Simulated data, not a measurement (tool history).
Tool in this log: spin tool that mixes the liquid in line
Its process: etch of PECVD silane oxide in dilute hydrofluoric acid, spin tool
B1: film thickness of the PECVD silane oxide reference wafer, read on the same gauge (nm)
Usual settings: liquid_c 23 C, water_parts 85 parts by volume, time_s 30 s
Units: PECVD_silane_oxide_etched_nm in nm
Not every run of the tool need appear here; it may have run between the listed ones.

run 1 hour=0 | liquid_c=23 water_parts=85 time_s=30 | B1=119.99 | PECVD_silane_oxide_etched_nm=8.05
run 2 hour=24.9 | liquid_c=23 water_parts=85 time_s=30 | B1=119.99 | PECVD_silane_oxide_etched_nm=7.97
run 3 hour=120 | liquid_c=23 water_parts=85 time_s=45 | B1=120.01 | PECVD_silane_oxide_etched_nm=12.14
run 4 hour=150.5 | liquid_c=23 water_parts=85 time_s=45 | B1=120 | PECVD_silane_oxide_etched_nm=12.14
run 5 hour=173.7 | liquid_c=23 water_parts=85 time_s=30 | B1=120.01 | PECVD_silane_oxide_etched_nm=8.15
run 6 hour=204.5 | liquid_c=23 water_parts=85 time_s=30 | B1=119.99 | PECVD_silane_oxide_etched_nm=8.14
run 7 hour=218.8 | liquid_c=23 water_parts=85 time_s=30 | B1=120 | PECVD_silane_oxide_etched_nm=8.1
-- hour=221.8 gauge calibrated
run 8 hour=235.2 | liquid_c=23 water_parts=85 time_s=30 | B1=119.98 | PECVD_silane_oxide_etched_nm=8.17
run 9 hour=249.6 | liquid_c=23 water_parts=85 time_s=35 | B1=119.99 | PECVD_silane_oxide_etched_nm=9.53
-- hour=275.8 thermometer replaced
run 10 hour=276.3 | liquid_c=25.5 water_parts=100 time_s=30 | B1=119.99 | PECVD_silane_oxide_etched_nm=7.57
run 11 hour=297.2 | liquid_c=23 water_parts=100 time_s=40 | B1=119.98 | PECVD_silane_oxide_etched_nm=9.26
-- hour=303.4 hydrofluoric acid flow meter replaced
run 12 hour=320.3 | liquid_c=28 water_parts=85 time_s=15 | B1=120.01 | PECVD_silane_oxide_etched_nm=4.57
run 13 hour=349.6 | liquid_c=23 water_parts=85 time_s=30 | B1=119.99 | PECVD_silane_oxide_etched_nm=7.62
run 14 hour=376 | liquid_c=23 water_parts=120 time_s=30 | B1=120.01 | PECVD_silane_oxide_etched_nm=5.1
run 15 hour=403.7 | liquid_c=23 water_parts=85 time_s=45 | B1=120.02 | PECVD_silane_oxide_etched_nm=11.42
run 16 hour=416.3 | liquid_c=25.5 water_parts=85 time_s=30 | B1=119.97 | PECVD_silane_oxide_etched_nm=8.42

The next listed run, before its measurement:
run 17 hour=433.7 | liquid_c=18 water_parts=125 time_s=30 | B1=? | PECVD_silane_oxide_etched_nm=?

B1: 119.97
PECVD_silane_oxide_etched_nm: 4.06 nm
On a tool with no hidden condition, and with the same random variation, this run would have come out at PECVD_silane_oxide_etched_nm 3.98 nm.

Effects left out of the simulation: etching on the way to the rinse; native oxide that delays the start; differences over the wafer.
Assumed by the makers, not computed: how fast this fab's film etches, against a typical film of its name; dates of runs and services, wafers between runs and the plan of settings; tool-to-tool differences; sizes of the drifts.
